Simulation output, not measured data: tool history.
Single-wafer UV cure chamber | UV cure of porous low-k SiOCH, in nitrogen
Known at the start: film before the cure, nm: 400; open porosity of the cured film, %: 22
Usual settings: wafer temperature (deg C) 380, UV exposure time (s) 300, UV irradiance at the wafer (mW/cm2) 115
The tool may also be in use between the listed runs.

run   hour  wafer temperature (deg C)  UV exposure time (s)  UV irradiance at the wafer (mW/cm2)  wafers since the last listed run  hours since the UV bulbs were replaced  wafers since the quartz window was cleaned  loss of film thickness in the cure (%)
  1      0                        380                   230                                  125                                 0                                  1630.5                                        1885                                  10.993
  2   65.8                        380                   230                                  125                               566                                  1696.3                                        2451                                  11.025
  3  116.9                        380                   230                                  125                               439                                  1747.4                                        2891                                  10.985
  4  230.6                        380                   300                                  115                               978                                  1861.1                                        3870                                   12.02
  5  273.8                        380                   300                                  115                               371                                  1904.3                                        4242                                  12.191
  6  300.7                        380                   300                                  115                               231                                  1931.2                                        4473                                   11.71
       334  -- quartz window cleaned
  7  336.1                        380                   300                                  100                               235                                  1966.6                                          18                                  12.117
     351.3  -- UV bulbs replaced
  8  365.7                        380                   300                                  115                               185                                    14.4                                         204                                  12.741
  9  437.5                        380                   300                                  115                               617                                    86.2                                         821                                  12.379
 10  483.4                        380                   430                                  115                               395                                   132.1                                        1217                                  13.776
 11  538.1                        392                   350                                  100                               470                                   186.8                                        1687                                  12.616
 12  585.3                        380                   300                                  115                               406                                     234                                        2094                                   12.29
 13  645.4                        380                   300                                  151                               517                                   294.1                                        2611                                  13.148
 14  707.7                        380                   400                                  115                               536                                   356.4                                        3147                                  13.415
 15  770.7                        398                   300                                  115                               542                                   419.4                                        3689                                  12.347
 16  795.6                        389                   160                                  125                               214                                   444.3                                        3904                                   9.742
 17  831.7                        380                   300                                   94                               310                                   480.4                                        4214                                  10.944
 18  865.8                        380                   300                                  115                               293                                   514.5                                        4508                                  11.708

3 ways to go on from here, each from the tool as it stands after run 18. What would each give?
  A  866.3                        380                   300                                  115                                 4                                     515                                        4512                                       ?
  B  866.3                        380                   230                                  115                                 4                                     515                                        4512                                       ?
  C  866.3                        391                   190                                  115                                 4                                     515                                        4512                                       ?

run  loss of film thickness in the cure (%)
  A                                   11.77
  B                                  10.591
  C                                   9.953
Without the tool's hidden state the same runs would have given:
run  loss of film thickness in the cure (%)
  A                                  12.854
  B                                  11.646
  C                                  10.992
